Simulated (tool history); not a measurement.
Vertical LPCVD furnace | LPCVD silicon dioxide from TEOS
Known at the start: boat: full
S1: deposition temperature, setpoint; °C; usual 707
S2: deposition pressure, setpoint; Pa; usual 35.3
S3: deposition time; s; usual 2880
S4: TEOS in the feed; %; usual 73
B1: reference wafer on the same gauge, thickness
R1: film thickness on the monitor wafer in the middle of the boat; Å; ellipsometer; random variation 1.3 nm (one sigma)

run 1 hour=0.0 | S1=707 S2=35.3 S3=2880 S4=73 | B1=453.65 | R1=3870.8
run 2 hour=88.3 | S1=707 S2=35.3 S3=2880 S4=73 | B1=453.68 | R1=3901.7
run 3 hour=188.3 | S1=707 S2=35.3 S3=2520 S4=73 | B1=454.53 | R1=3403.0
run 4 hour=283.2 | S1=707 S2=35.3 S3=2520 S4=73 | B1=454.31 | R1=3401.5
run 5 hour=322.1 | S1=707 S2=35.3 S3=2520 S4=73 | B1=454.31 | R1=3397.1
run 6 hour=403.0 | S1=707 S2=35.3 S3=2880 S4=66 | B1=453.91 | R1=3717.7
run 7 hour=500.5 | S1=707 S2=35.3 S3=2880 S4=66 | B1=453.71 | R1=3708.5
run 8 hour=537.8 | S1=707 S2=35.3 S3=2880 S4=66 | B1=453.95 | R1=3719.7
run 9 hour=582.3 | S1=707 S2=35.3 S3=2880 S4=73 | B1=454.62 | R1=3897.1
run 10 hour=675.6 | S1=707 S2=35.3 S3=2880 S4=73 | B1=454.32 | R1=3895.0
run 11 hour=735.7 | S1=707 S2=35.3 S3=2880 S4=73 | B1=453.29 | R1=3881.7
-- hour=794.8 thermocouples replaced and temperature profile calibrated
-- hour=802.1 TEOS flow controller replaced
run 12 hour=802.6 | S1=707 S2=35.3 S3=2880 S4=73 | B1=454.38 | R1=3963.4
run 13 hour=825.2 | S1=707 S2=35.3 S3=2880 S4=58 | B1=453.72 | R1=3560.6
run 14 hour=884.9 | S1=707 S2=42.0 S3=2880 S4=86 | B1=453.80 | R1=4725.8
run 15 hour=966.1 | S1=707 S2=35.3 S3=2880 S4=73 | B1=454.05 | R1=4000.5
-- hour=972.2 gauge calibrated
run 16 hour=1015.8 | S1=707 S2=42.0 S3=2880 S4=86 | B1=453.98 | R1=4714.2
run 17 hour=1117.8 | S1=716 S2=42.7 S3=3600 S4=73 | B1=453.58 | R1=6725.0
run 18 hour=1192.7 | S1=703 S2=32.7 S3=2370 S4=61 | B1=453.73 | R1=2619.0
-- hour=1311.9 thermocouples replaced and temperature profile calibrated, repeated, since the last time left the tool worse
-- hour=1365.7 pressure gauge zeroed
run 19 hour=1459.9 | S1=707 S2=35.3 S3=2880 S4=77 | B1=453.73 | R1=3924.9
run 20 hour=1647.3 | S1=700 S2=43.3 S3=2880 S4=58 | B1=453.96 | R1=3200.1
run 21 hour=1731.6 | S1=699 S2=38.0 S3=1740 S4=73 | B1=454.38 | R1=1994.9
run 22 hour=1869.3 | S1=707 S2=35.3 S3=2880 S4=66 | B1=453.82 | R1=3626.4
run 23 hour=1973.8 | S1=707 S2=35.3 S3=2880 S4=73 | B1=453.07 | R1=3853.4
-- hour=2069.4 gauge calibrated
run 24 hour=2074.1 | S1=717 S2=35.3 S3=2880 S4=81 | B1=454.21 | R1=5084.8
run 25 hour=2118.7 | S1=707 S2=35.3 S3=2880 S4=73 | B1=454.11 | R1=3839.2

What the log doesn't show, run by run:
true pressure minus gauge reading, mTorr: 0 in every run
deviation of the TEOS flow from its setpoint, %: 0 in every run
gauge reads high (%): 0 in every run
H1: true tube temperature minus thermocouple reading, K
run=1 H1=0.945
run=2 H1=0.974
run=3 H1=1.01
run=4 H1=1.04
run=5 H1=1.05
run=6 H1=1.08
run=7 H1=1.11
run=8 H1=1.12
run=9 H1=1.13
run=10 H1=1.17
run=11 H1=1.18
run=12 H1=1.99
run=13 H1=1.99
run=14 H1=2.01
run=15 H1=2.04
run=16 H1=2.05
run=17 H1=2.09
run=18 H1=2.11
run=19 H1=0.189
run=20 H1=0.25
run=21 H1=0.277
run=22 H1=0.322
run=23 H1=0.356
run=24 H1=0.388
run=25 H1=0.403
